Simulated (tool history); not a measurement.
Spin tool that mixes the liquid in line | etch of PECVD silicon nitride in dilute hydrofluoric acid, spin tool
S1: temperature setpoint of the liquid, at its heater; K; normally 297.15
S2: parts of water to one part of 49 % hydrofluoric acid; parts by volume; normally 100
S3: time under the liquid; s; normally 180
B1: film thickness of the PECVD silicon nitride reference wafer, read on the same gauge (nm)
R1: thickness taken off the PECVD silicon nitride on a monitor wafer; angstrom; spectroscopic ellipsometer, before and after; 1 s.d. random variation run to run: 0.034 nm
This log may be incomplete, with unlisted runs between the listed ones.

{"run": 1, "hour": 0.0, "S1": 297.15, "S2": 100, "S3": 180, "B1": 70.03, "R1": 112.2}
{"run": 2, "hour": 56.8, "S1": 293.65, "S2": 100, "S3": 180, "B1": 69.98, "R1": 88.1}
{"run": 3, "hour": 81.0, "S1": 293.65, "S2": 100, "S3": 180, "B1": 70.02, "R1": 88.5}
{"run": 4, "hour": 124.5, "S1": 293.65, "S2": 100, "S3": 180, "B1": 70, "R1": 88.9}
{"run": 5, "hour": 162.7, "S1": 300.15, "S2": 100, "S3": 180, "B1": 70, "R1": 135.8}
{"hour": 166.3, "done": "thermometer replaced"}
{"run": 6, "hour": 233.1, "S1": 300.15, "S2": 100, "S3": 180, "B1": 70.02, "R1": 137.2}
{"run": 7, "hour": 274.4, "S1": 297.15, "S2": 100, "S3": 180, "B1": 70.04, "R1": 112.7}
{"run": 8, "hour": 316.4, "S1": 297.15, "S2": 100, "S3": 180, "B1": 70.03, "R1": 111.9}
{"run": 9, "hour": 361.6, "S1": 297.15, "S2": 100, "S3": 180, "B1": 69.98, "R1": 112.5}
{"run": 10, "hour": 404.1, "S1": 297.15, "S2": 120, "S3": 180, "B1": 69.96, "R1": 93.3}
{"run": 11, "hour": 444.6, "S1": 297.15, "S2": 100, "S3": 180, "B1": 69.95, "R1": 112.1}
{"run": 12, "hour": 514.7, "S1": 297.15, "S2": 100, "S3": 180, "B1": 70.06, "R1": 112.8}
{"run": 13, "hour": 578.1, "S1": 297.15, "S2": 100, "S3": 180, "B1": 69.99, "R1": 112.8}
{"run": 14, "hour": 630.0, "S1": 301.15, "S2": 100, "S3": 180, "B1": 69.99, "R1": 146.7}
{"run": 15, "hour": 696.6, "S1": 292.65, "S2": 145, "S3": 220, "B1": 70, "R1": 71.6}
{"run": 16, "hour": 728.7, "S1": 297.15, "S2": 75, "S3": 110, "B1": 70.03, "R1": 91.8}
{"run": 17, "hour": 776.1, "S1": 301.15, "S2": 150, "S3": 285, "B1": 69.95, "R1": 154.4}
{"run": 18, "hour": 827.0, "S1": 297.15, "S2": 100, "S3": 140, "B1": 70.04, "R1": 88.6}
{"hour": 833.7, "done": "hydrofluoric acid flow meter replaced"}
{"run": 19, "hour": 890.7, "S1": 297.15, "S2": 100, "S3": 180, "B1": 69.98, "R1": 112.1}
{"hour": 893.7, "done": "thermometer replaced"}
{"run": 20, "hour": 957.2, "S1": 297.15, "S2": 100, "S3": 180, "B1": 70.02, "R1": 112.7}
{"run": 21, "hour": 1016.0, "S1": 297.15, "S2": 75, "S3": 180, "B1": 70, "R1": 148.8}
{"run": 22, "hour": 1077.2, "S1": 297.15, "S2": 100, "S3": 180, "B1": 70.02, "R1": 112.8}
{"run": 23, "hour": 1141.5, "S1": 297.15, "S2": 55, "S3": 75, "B1": 70.06, "R1": 84.5}
{"hour": 1145.4, "done": "gauge calibrated"}
{"run": 24, "hour": 1182.9, "S1": 301.65, "S2": 150, "S3": 70, "B1": 70, "R1": 38.8}
{"run": 25, "hour": 1239.4, "S1": 297.15, "S2": 100, "S3": 180, "B1": 69.99, "R1": 112.7}
{"run": 26, "hour": 1310.7, "S1": 293.15, "S2": 55, "S3": 290, "B1": 70, "R1": 248.3}
{"run": 27, "hour": 1346.4, "S1": 297.15, "S2": 100, "S3": 110, "B1": 69.99, "R1": 68.9}
{"run": 28, "hour": 1395.1, "S1": 297.15, "S2": 100, "S3": 180, "B1": 69.98, "R1": 112.4}
{"run": 29, "hour": 1451.0, "S1": 297.15, "S2": 60, "S3": 95, "B1": 69.95, "R1": 98.8}
{"run": 30, "hour": 1515.8, "S1": 297.15, "S2": 100, "S3": 180, "B1": 69.98, "R1": 112.7}
{"run": 31, "hour": 1560.3, "S1": 297.15, "S2": 60, "S3": 135, "B1": 69.99, "R1": 140}
{"run": 32, "hour": 1596.9, "S1": 301.65, "S2": 100, "S3": 215, "B1": 70.04, "R1": 180.8}

What was the tool's hidden state at every run in the log?
liquid colder than its thermometer reads (K): 0 on each run
gauge reads high (%): 0 on each run
H1: hydrofluoric acid flow above the setpoint (%)
run=1 H1=0.295
run=2 H1=0.394
run=3 H1=0.436
run=4 H1=0.512
run=5 H1=0.579
run=6 H1=0.701
run=7 H1=0.773
run=8 H1=0.847
run=9 H1=0.926
run=10 H1=1
run=11 H1=1.07
run=12 H1=1.19
run=13 H1=1.3
run=14 H1=1.39
run=15 H1=1.51
run=16 H1=1.57
run=17 H1=1.65
run=18 H1=1.74
run=19 H1=0.32
run=20 H1=0.436
run=21 H1=0.538
run=22 H1=0.645
run=23 H1=0.757
run=24 H1=0.829
run=25 H1=0.928
run=26 H1=1.05
run=27 H1=1.11
run=28 H1=1.2
run=29 H1=1.3
run=30 H1=1.41
run=31 H1=1.49
run=32 H1=1.55
